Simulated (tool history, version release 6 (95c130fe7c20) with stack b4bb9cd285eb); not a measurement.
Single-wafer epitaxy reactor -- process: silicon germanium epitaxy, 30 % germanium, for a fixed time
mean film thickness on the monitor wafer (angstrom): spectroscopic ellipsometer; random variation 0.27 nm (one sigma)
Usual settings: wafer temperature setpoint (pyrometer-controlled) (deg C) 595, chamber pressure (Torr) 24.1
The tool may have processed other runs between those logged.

run,hour,wafer temperature setpoint (pyrometer-controlled) (deg C),chamber pressure (Torr),wafers since the last listed run,hours since the last pyrometer calibration,hours since the last manometer calibration,hours since the showerhead was replaced,hours since the gauge calibration,"read-back reference wafer on the same gauge, thickness_nm",mean film thickness on the monitor wafer (angstrom)
1,0,595,20.9,0,1113.6,1762,2638.4,296.5,64.678,489.49
2,13.2,595,24.1,235,1126.8,1775.2,2651.6,309.7,64.519,520.45
3,21.8,595,24.1,153,1135.4,1783.8,2660.2,318.3,64.566,518.1
4,38.4,595,24.1,295,1152,1800.4,2676.8,334.9,64.583,523.85
5,49.8,595,25.5,203,1163.4,1811.8,2688.2,346.3,64.678,528.36
# hour 64.5: gauge calibrated
6,66,595,25.5,288,1179.6,1828,2704.4,1.5,64.606,527.45
7,77.3,595,25.5,201,1190.9,1839.3,2715.7,12.8,64.583,531.09
8,88.8,595,24.1,204,1202.4,1850.8,2727.2,24.3,64.467,517.24
9,96.5,602,24.1,137,1210.1,1858.5,2734.9,32,64.581,588.29
10,109.2,595,24.1,226,1222.8,1871.2,2747.6,44.7,64.539,513.25
11,118.8,584,24.1,171,1232.4,1880.8,2757.2,54.3,64.694,412.99
12,134.1,584,24.1,272,1247.7,1896.1,2772.5,69.6,64.665,417.05
13,145.1,595,24.1,196,1258.7,1907.1,2783.5,80.6,64.433,514.58
# hour 159.4: pyrometer calibrated
14,161.7,595,24.1,153,2.3,1923.7,2800.1,97.2,64.522,566.55
15,172,595,24.1,183,12.6,1934,2810.4,107.5,64.448,567.77
# hour 192.2: showerhead replaced
16,198.1,605,24.1,322,38.7,1960.1,5.9,133.6,64.513,683.17
17,214.6,600,26,294,55.2,1976.6,22.4,150.1,64.694,638.25
# hour 226.2: capacitance manometer re-zeroed and calibrated
18,226.7,595,24.1,73,67.3,0.5,34.5,162.2,64.625,557.95
19,240.4,588,19,244,81,14.2,48.2,175.9,64.639,447.96
20,246.9,588,24.1,115,87.5,20.7,54.7,182.4,64.653,492.52
21,264.6,607,21,315,105.2,38.4,72.4,200.1,64.569,662.29
22,274.3,595,24.1,172,114.9,48.1,82.1,209.8,64.547,559.84
23,284.6,589,28.4,183,125.2,58.4,92.4,220.1,64.609,529.88
24,301,585,20.8,292,141.6,74.8,108.8,236.5,64.57,433.76
25,310.6,595,24.1,171,151.2,84.4,118.4,246.1,64.525,552.46
26,319.9,581,24.1,165,160.5,93.7,127.7,255.4,64.563,429.22
27,337.9,595,24.1,320,178.5,111.7,145.7,273.4,64.607,553.97
28,355.2,595,21.4,308,195.8,129,163,290.7,64.72,525.62
29,365.7,586,24.1,187,206.3,139.5,173.5,301.2,64.46,469.14
# hour 376.7: gauge calibrated
30,382.5,595,24.1,299,223.1,156.3,190.3,5.8,64.552,551.41
31,389.9,607,24.1,131,230.5,163.7,197.7,13.2,64.66,693.9
32,405.6,605,19.9,279,246.2,179.4,213.4,28.9,64.634,616.06
33,411.7,595,19.3,108,252.3,185.5,219.5,35,64.585,508.15
34,421.3,595,24.1,171,261.9,195.1,229.1,44.6,64.602,555.7
35,427.4,595,24.1,108,268,201.2,235.2,50.7,64.578,559.51
36,441.8,588,29.6,256,282.4,215.6,249.6,65.1,64.526,520.65

Results per run with the tool's hidden condition removed, run-to-run variation unchanged:
The tool's hidden condition here consists of: wafer temperature above the value expected at the setpoint (K); true pressure above the setpoint (%); gauge reads high (%).
run,mean film thickness on the monitor wafer (angstrom)
1,526.69
2,560.61
3,558.48
4,565.45
5,570.86
6,570.65
7,575.12
8,560.66
9,637.23
10,557.28
11,449.76
12,454.78
13,560.38
14,561.81
15,563.49
16,679.57
17,635.69
18,556.24
19,447.07
20,491.81
21,662.32
22,560.31
23,530.79
24,435.11
25,554.58
26,431.26
27,557.33
28,529.57
29,473.16
30,556.8
31,700.91
32,623.1
33,514.35
34,562.92
35,567.07
36,528.44
